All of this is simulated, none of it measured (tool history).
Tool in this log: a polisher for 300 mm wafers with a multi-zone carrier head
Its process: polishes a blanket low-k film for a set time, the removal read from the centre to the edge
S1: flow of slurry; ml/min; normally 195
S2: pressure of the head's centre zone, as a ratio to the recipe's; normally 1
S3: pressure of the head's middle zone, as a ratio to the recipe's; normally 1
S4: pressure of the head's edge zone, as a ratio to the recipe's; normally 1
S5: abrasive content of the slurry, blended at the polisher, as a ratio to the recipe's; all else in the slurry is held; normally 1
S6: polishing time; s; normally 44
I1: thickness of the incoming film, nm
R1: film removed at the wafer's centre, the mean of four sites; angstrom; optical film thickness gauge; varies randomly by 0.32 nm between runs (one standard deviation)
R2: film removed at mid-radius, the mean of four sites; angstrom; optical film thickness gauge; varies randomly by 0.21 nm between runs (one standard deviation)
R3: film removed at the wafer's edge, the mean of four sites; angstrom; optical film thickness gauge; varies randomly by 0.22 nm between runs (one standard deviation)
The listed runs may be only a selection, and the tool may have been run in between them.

run	hour	S1	S2	S3	S4	S5	S6	I1	R1	R2	R3
1	0	195	1	1	1	1	41	653.7	203	199	203
2	56	195	1	1	1	1	44	665.6	218	211	220
3	142.5	195	1	1	1	1	44	657.9	229	219	215
4	186.5	195	1	1	1	1	44	651.8	226	214	220
# hour 223.3: worn pad replaced by a new one
5	273.3	195	1	1	1	1	44	673	227	213	218
# hour 293: centre zone pressure recalibrated
6	321.7	195	1	0.89	0.9	1.1	34	654.6	181	162	171
7	418.2	135	1	1.09	1	1	44	651.1	188	204	204
# hour 454.1: edge zone pressure recalibrated
8	483.4	175	1.03	0.97	1	1	52	658.3	259	242	250
9	522.3	195	1	1	1	1	44	650.7	216	212	222
# hour 545: slurry nozzle cleaned
# hour 593.5: carrier head's membrane replaced by a new one
# hour 597.6: worn pad replaced by a new one
10	621.3	175	1	1.03	0.94	1	44	673.3	210	219	213
11	674.9	220	1	1	1.1	1	44	660.8	219	220	234

Run 12 comes next. What will it give?
12	723.5	195	1	1	1	1.15	44	664	?	?	?

{"run 12": {"R1": 245, "R2": 234, "R3": 241}}
With the hidden condition absent and the run-to-run variation left alone, this run would have shown R1 241 angstrom, R2 234 angstrom, R3 241 angstrom.
